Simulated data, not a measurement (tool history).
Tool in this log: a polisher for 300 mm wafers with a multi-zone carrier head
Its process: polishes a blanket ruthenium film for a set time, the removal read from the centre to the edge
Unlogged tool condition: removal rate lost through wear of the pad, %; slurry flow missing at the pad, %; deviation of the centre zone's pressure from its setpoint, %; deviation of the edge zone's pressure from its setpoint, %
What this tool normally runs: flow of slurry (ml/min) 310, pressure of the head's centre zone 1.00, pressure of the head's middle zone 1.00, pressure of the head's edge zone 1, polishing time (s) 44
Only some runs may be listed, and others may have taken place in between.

run   hour  flow of slurry (ml/min)  pressure of the head's centre zone  pressure of the head's middle zone  pressure of the head's edge zone  polishing time (s)  wafers since the last listed run  wafers polished on this pad  hours since the slurry nozzle was cleaned  hours since the centre zone pressure was calibrated  hours since the edge zone pressure was calibrated  hours since the carrier head's membrane was replaced  incoming thickness of the incoming film, nm  film removed at the wafer's centre (angstrom)  film removed at mid-radius (angstrom)  film removed at the wafer's edge (angstrom)
  1    0.0                      310                                1.00                                1.00                                 1                  54                                 0                          286                                      450.6                                                775.4                                             1154.7                                                 753.5                                        636.5                                            373                                    380                                          373
  2   16.8                      265                                1.00                                1.00                                 1                  37                                98                          384                                      467.4                                                792.2                                             1171.5                                                 770.3                                        649.7                                            254                                    254                                          254
  3   44.6                      265                                1.00                                1.00                                 1                  37                               162                          546                                      495.2                                                820.0                                             1199.3                                                 798.1                                        638.2                                            251                                    257                                          256
  4   68.5                      310                                1.00                                0.97                                 1                  44                               139                          686                                      519.1                                                843.9                                             1223.2                                                 822.0                                        633.5                                            306                                    304                                          309
  5   92.5                      310                                1.00                                0.97                                 1                  44                               140                          826                                      543.1                                                867.9                                             1247.2                                                 846.0                                        646.8                                            304                                    302                                          315
  6  124.4                      310                                1.00                                1.00                                 1                  44                               186                         1012                                      575.0                                                899.8                                             1279.1                                                 877.9                                        644.6                                            301                                    309                                          314
     139.5  -- worn pad replaced by a new one
  7  140.8                      310                                1.00                                1.00                                 1                  44                                72                            7                                      591.4                                                916.2                                             1295.5                                                 894.3                                        645.2                                            301                                    313                                          303
  8  155.5                      310                                1.00                                1.00                                 1                  44                                85                           93                                      606.1                                                930.9                                             1310.2                                                 909.0                                        647.2                                            304                                    310                                          302
  9  171.1                      310                                1.00                                1.04                                 1                  44                                91                          184                                      621.7                                                946.5                                             1325.8                                                 924.6                                        640.5                                            305                                    319                                          307
     183.9  -- centre zone pressure recalibrated
     201.4  -- edge zone pressure recalibrated
 10  204.0                      370                                1.06                                1.00                                 1                  44                               168                          353                                      654.6                                                 20.1                                                2.6                                                 957.5                                        636.8                                            333                                    317                                          319
 11  224.3                      310                                1.00                                1.00                                 1                  44                               118                          471                                      674.9                                                 40.4                                               22.9                                                 977.8                                        645.0                                            309                                    311                                          310
 12  258.5                      310                                1.00                                1.00                                 1                  44                               199                          671                                      709.1                                                 74.6                                               57.1                                                1012.0                                        632.9                                            305                                    313                                          309

Run 13 has not been measured yet. What should we expect?
     284.3  -- slurry nozzle cleaned
     286.9  -- carrier head's membrane replaced by a new one
 13  287.4                      265                                1.00                                1.00                                 1                  37                               147                          818                                        3.1                                                103.5                                               86.0                                                   0.5                                        630.6                                              ?                                      ?                                            ?

Run 13 produced film removed at the wafer's centre (angstrom) 256, film removed at mid-radius (angstrom) 257, film removed at the wafer's edge (angstrom) 264.
Take away the tool's hidden state, keep the run-to-run variation as it was, and the same run would have given film removed at the wafer's centre (angstrom) 256, film removed at mid-radius (angstrom) 257, film removed at the wafer's edge (angstrom) 264.
